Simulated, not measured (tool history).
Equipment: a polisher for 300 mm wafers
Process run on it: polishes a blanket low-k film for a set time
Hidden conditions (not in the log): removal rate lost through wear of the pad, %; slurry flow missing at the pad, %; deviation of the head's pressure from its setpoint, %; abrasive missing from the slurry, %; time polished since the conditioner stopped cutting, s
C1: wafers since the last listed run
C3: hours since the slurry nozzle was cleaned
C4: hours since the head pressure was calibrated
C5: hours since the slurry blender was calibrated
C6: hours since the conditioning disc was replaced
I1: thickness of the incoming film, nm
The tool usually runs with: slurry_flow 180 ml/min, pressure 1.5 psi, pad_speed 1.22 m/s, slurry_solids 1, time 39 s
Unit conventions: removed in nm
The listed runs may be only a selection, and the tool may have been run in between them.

run 1 day=0 | slurry_flow=180 pressure=1.5 pad_speed=1.22 slurry_solids=1 time=39 | C1=0 wafers_polished_on_this_pad=195 C3=294.4 C4=812.6 C5=101.4 C6=164.8 | I1=334.9 | removed=11.9
run 2 day=0.354 | slurry_flow=180 pressure=1.5 pad_speed=1.22 slurry_solids=0.75 time=39 | C1=63 wafers_polished_on_this_pad=259 C3=302.9 C4=821.1 C5=109.9 C6=173.3 | I1=339.3 | removed=10.1
-- day=0.892 conditioning disc replaced and pad reconditioned
run 3 day=0.904 | slurry_flow=180 pressure=1.5 pad_speed=1.22 slurry_solids=0.75 time=39 | C1=84 wafers_polished_on_this_pad=343 C3=316.1 C4=834.3 C5=123.1 C6=0.3 | I1=338.6 | removed=10
-- day=1.246 slurry blender recalibrated
run 4 day=1.288 | slurry_flow=180 pressure=1.5 pad_speed=1.22 slurry_solids=0.75 time=39 | C1=54 wafers_polished_on_this_pad=397 C3=325.3 C4=843.5 C5=1 C6=9.5 | I1=339.1 | removed=10.7
run 5 day=1.675 | slurry_flow=180 pressure=1.5 pad_speed=1.22 slurry_solids=1 time=39 | C1=69 wafers_polished_on_this_pad=467 C3=334.6 C4=852.8 C5=10.3 C6=18.8 | I1=340.2 | removed=12.5
run 6 day=2.067 | slurry_flow=180 pressure=1.5 pad_speed=1.22 slurry_solids=1 time=39 | C1=70 wafers_polished_on_this_pad=538 C3=344 C4=862.2 C5=19.7 C6=28.2 | I1=337.6 | removed=12.2
-- day=2.733 worn pad replaced by a new one
run 7 day=2.754 | slurry_flow=180 pressure=1.5 pad_speed=1.22 slurry_solids=1 time=39 | C1=93 wafers_polished_on_this_pad=3 C3=360.5 C4=878.7 C5=36.2 C6=44.7 | I1=338.3 | removed=12
run 8 day=2.883 | slurry_flow=180 pressure=1.5 pad_speed=1.22 slurry_solids=1 time=39 | C1=23 wafers_polished_on_this_pad=26 C3=363.6 C4=881.8 C5=39.3 C6=47.8 | I1=338.5 | removed=12.4
run 9 day=3.579 | slurry_flow=180 pressure=1.5 pad_speed=1.22 slurry_solids=0.9 time=39 | C1=125 wafers_polished_on_this_pad=152 C3=380.3 C4=898.5 C5=56 C6=64.5 | I1=341.1 | removed=11.2
run 10 day=4.321 | slurry_flow=180 pressure=1.5 pad_speed=1.56 slurry_solids=1 time=39 | C1=133 wafers_polished_on_this_pad=285 C3=398.1 C4=916.3 C5=73.8 C6=82.3 | I1=346.8 | removed=14.6
-- day=5.012 slurry nozzle cleaned
run 11 day=5.033 | slurry_flow=180 pressure=1.5 pad_speed=1.22 slurry_solids=0.8 time=39 | C1=120 wafers_polished_on_this_pad=406 C3=0.5 C4=933.4 C5=90.9 C6=99.4 | I1=337.7 | removed=10.7
run 12 day=5.704 | slurry_flow=180 pressure=1.5 pad_speed=1.4 slurry_solids=1.3 time=50 | C1=120 wafers_polished_on_this_pad=527 C3=16.6 C4=949.5 C5=107 C6=115.5 | I1=337.8 | removed=18.7
run 13 day=6.25 | slurry_flow=125 pressure=1.5 pad_speed=1.1 slurry_solids=0.75 time=44 | C1=98 wafers_polished_on_this_pad=626 C3=29.7 C4=962.6 C5=120.1 C6=128.6 | I1=340.4 | removed=9.5
-- day=6.454 slurry blender recalibrated
run 14 day=6.679 | slurry_flow=180 pressure=1.9 pad_speed=1.6 slurry_solids=1.25 time=25 | C1=62 wafers_polished_on_this_pad=688 C3=40 C4=972.9 C5=5.4 C6=138.9 | I1=345.8 | removed=13.4
-- day=7.504 worn pad replaced by a new one
run 15 day=7.525 | slurry_flow=200 pressure=1.8 pad_speed=1.22 slurry_solids=1.15 time=52 | C1=122 wafers_polished_on_this_pad=3 C3=60.3 C4=993.2 C5=25.7 C6=159.2 | I1=344 | removed=20.3
run 16 day=7.996 | slurry_flow=180 pressure=1.5 pad_speed=1.22 slurry_solids=1 time=39 | C1=84 wafers_polished_on_this_pad=88 C3=71.6 C4=1004.5 C5=37 C6=170.5 | I1=336.6 | removed=11.9
run 17 day=8.496 | slurry_flow=160 pressure=1.5 pad_speed=1.22 slurry_solids=1 time=35 | C1=90 wafers_polished_on_this_pad=178 C3=83.6 C4=1016.5 C5=49 C6=182.5 | I1=345.2 | removed=10.3
-- day=8.908 head pressure recalibrated
-- day=9.192 conditioning disc replaced and pad reconditioned
run 18 day=9.238 | slurry_flow=125 pressure=1.3 pad_speed=1.22 slurry_solids=1 time=39 | C1=103 wafers_polished_on_this_pad=282 C3=101.4 C4=7.9 C5=66.8 C6=1.1 | I1=335.6 | removed=11
run 19 day=9.579 | slurry_flow=180 pressure=1.5 pad_speed=1.22 slurry_solids=1 time=39 | C1=61 wafers_polished_on_this_pad=344 C3=109.6 C4=16.1 C5=75 C6=9.3 | I1=337.6 | removed=13.4
run 20 day=9.838 | slurry_flow=180 pressure=1.5 pad_speed=1.22 slurry_solids=1 time=39 | C1=46 wafers_polished_on_this_pad=390 C3=115.8 C4=22.3 C5=81.2 C6=15.5 | I1=335.4 | removed=13.8
-- day=11.375 slurry blender recalibrated
-- day=11.642 worn pad replaced by a new one
run 21 day=11.662 | slurry_flow=180 pressure=2 pad_speed=1.22 slurry_solids=0.7 time=39 | C1=283 wafers_polished_on_this_pad=3 C3=159.6 C4=66.1 C5=6.9 C6=59.3 | I1=347 | removed=14.7

Below are 3 alternative next runs, each starting from the tool's condition after run 21. Predict each:
run A day=11.679 | slurry_flow=180 pressure=1.5 pad_speed=1.22 slurry_solids=1 time=45 | C1=3 wafers_polished_on_this_pad=6 C3=160 C4=66.5 C5=7.3 C6=59.7 | I1=336.7 | removed=?
run B day=11.679 | slurry_flow=205 pressure=1.5 pad_speed=1.22 slurry_solids=0.8 time=51 | C1=3 wafers_polished_on_this_pad=6 C3=160 C4=66.5 C5=7.3 C6=59.7 | I1=336.7 | removed=?
run C day=11.679 | slurry_flow=180 pressure=1.7 pad_speed=1.22 slurry_solids=1 time=39 | C1=3 wafers_polished_on_this_pad=6 C3=160 C4=66.5 C5=7.3 C6=59.7 | I1=336.7 | removed=?

run=A removed=15.8
run=B removed=16.3
run=C removed=15.3
With no hidden state in the tool, these same runs would have given:
run=A removed=16.1
run=B removed=16.7
run=C removed=15.7
